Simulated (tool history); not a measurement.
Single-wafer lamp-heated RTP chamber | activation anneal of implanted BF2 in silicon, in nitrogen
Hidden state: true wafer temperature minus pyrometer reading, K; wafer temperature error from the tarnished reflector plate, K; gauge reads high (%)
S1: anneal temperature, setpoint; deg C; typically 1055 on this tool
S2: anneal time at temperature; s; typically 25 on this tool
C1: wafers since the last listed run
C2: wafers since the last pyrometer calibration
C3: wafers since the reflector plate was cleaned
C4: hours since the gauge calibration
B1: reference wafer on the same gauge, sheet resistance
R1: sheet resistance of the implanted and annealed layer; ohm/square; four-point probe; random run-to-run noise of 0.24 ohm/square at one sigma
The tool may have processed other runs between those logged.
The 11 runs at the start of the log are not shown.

{"run": 12, "hour": 271.2, "S1": 1055, "S2": 25, "C1": 397, "C2": 7190, "C3": 3885, "C4": 236.6, "B1": 99.05, "R1": 105.01}
{"run": 13, "hour": 284.1, "S1": 1055, "S2": 25, "C1": 158, "C2": 7349, "C3": 4044, "C4": 249.5, "B1": 98.99, "R1": 104.94}
{"hour": 297.1, "done": "pyrometer window cleaned and pyrometer calibrated"}
{"run": 14, "hour": 302.4, "S1": 1055, "S2": 25, "C1": 126, "C2": 65, "C3": 4171, "C4": 267.8, "B1": 99.02, "R1": 105.42}
{"run": 15, "hour": 331.7, "S1": 1055, "S2": 25, "C1": 360, "C2": 426, "C3": 4532, "C4": 297.1, "B1": 98.96, "R1": 104.81}
{"run": 16, "hour": 358.3, "S1": 1033, "S2": 25, "C1": 327, "C2": 754, "C3": 4860, "C4": 323.7, "B1": 99.07, "R1": 127.36}
{"run": 17, "hour": 376.9, "S1": 1033, "S2": 25, "C1": 229, "C2": 983, "C3": 5089, "C4": 342.3, "B1": 98.96, "R1": 126.42}
{"run": 18, "hour": 400.9, "S1": 1026, "S2": 40, "C1": 295, "C2": 1279, "C3": 5385, "C4": 366.3, "B1": 99.01, "R1": 119.59}
{"run": 19, "hour": 433.6, "S1": 1055, "S2": 35, "C1": 402, "C2": 1682, "C3": 5787, "C4": 399, "B1": 98.99, "R1": 96.18}
{"hour": 444.5, "done": "reflector plate cleaned"}
{"run": 20, "hour": 449.2, "S1": 1082, "S2": 13, "C1": 93, "C2": 1775, "C3": 58, "C4": 414.6, "B1": 99.05, "R1": 100.16}
{"run": 21, "hour": 466.8, "S1": 1073, "S2": 35, "C1": 216, "C2": 1992, "C3": 275, "C4": 432.2, "B1": 99.01, "R1": 82.89}
{"run": 22, "hour": 500.2, "S1": 1055, "S2": 25, "C1": 411, "C2": 2404, "C3": 686, "C4": 465.6, "B1": 99.01, "R1": 106.37}
{"run": 23, "hour": 516.4, "S1": 1055, "S2": 25, "C1": 199, "C2": 2603, "C3": 886, "C4": 481.8, "B1": 99.05, "R1": 106.01}
{"run": 24, "hour": 537.3, "S1": 1081, "S2": 31, "C1": 257, "C2": 2861, "C3": 1143, "C4": 502.7, "B1": 99, "R1": 80.03}
{"hour": 583.0, "done": "gauge calibrated"}
{"run": 25, "hour": 587.7, "S1": 1055, "S2": 25, "C1": 620, "C2": 3482, "C3": 1764, "C4": 4.7, "B1": 98.96, "R1": 106.31}
{"run": 26, "hour": 600.9, "S1": 1055, "S2": 25, "C1": 162, "C2": 3644, "C3": 1927, "C4": 17.9, "B1": 99.07, "R1": 105.48}
{"run": 27, "hour": 621.8, "S1": 1026, "S2": 40, "C1": 257, "C2": 3902, "C3": 2184, "C4": 38.8, "B1": 99.02, "R1": 119.9}
{"run": 28, "hour": 637.4, "S1": 1055, "S2": 15, "C1": 192, "C2": 4094, "C3": 2377, "C4": 54.4, "B1": 98.92, "R1": 120}
{"run": 29, "hour": 662.3, "S1": 1040, "S2": 25, "C1": 306, "C2": 4401, "C3": 2683, "C4": 79.3, "B1": 98.96, "R1": 119.93}
{"run": 30, "hour": 691.7, "S1": 1065, "S2": 18, "C1": 362, "C2": 4763, "C3": 3046, "C4": 108.7, "B1": 99.04, "R1": 104.9}
{"run": 31, "hour": 704.0, "S1": 1055, "S2": 25, "C1": 151, "C2": 4914, "C3": 3197, "C4": 121, "B1": 98.99, "R1": 105.29}
{"run": 32, "hour": 734.0, "S1": 1071, "S2": 12, "C1": 369, "C2": 5284, "C3": 3567, "C4": 151, "B1": 98.93, "R1": 111.17}
{"run": 33, "hour": 758.1, "S1": 1030, "S2": 30, "C1": 296, "C2": 5581, "C3": 3864, "C4": 175.1, "B1": 98.92, "R1": 124.71}

Estimate the outcome of run 34 from the log above:
{"run": 34, "hour": 776.0, "S1": 1070, "S2": 25, "C1": 220, "C2": 5802, "C3": 4084, "C4": 193, "B1": "?", "R1": "?"}

{"run 34": {"B1": 98.96, "R1": 92.04}}
With no hidden state in the tool, this same run would have given R1 93.36 ohm/square.

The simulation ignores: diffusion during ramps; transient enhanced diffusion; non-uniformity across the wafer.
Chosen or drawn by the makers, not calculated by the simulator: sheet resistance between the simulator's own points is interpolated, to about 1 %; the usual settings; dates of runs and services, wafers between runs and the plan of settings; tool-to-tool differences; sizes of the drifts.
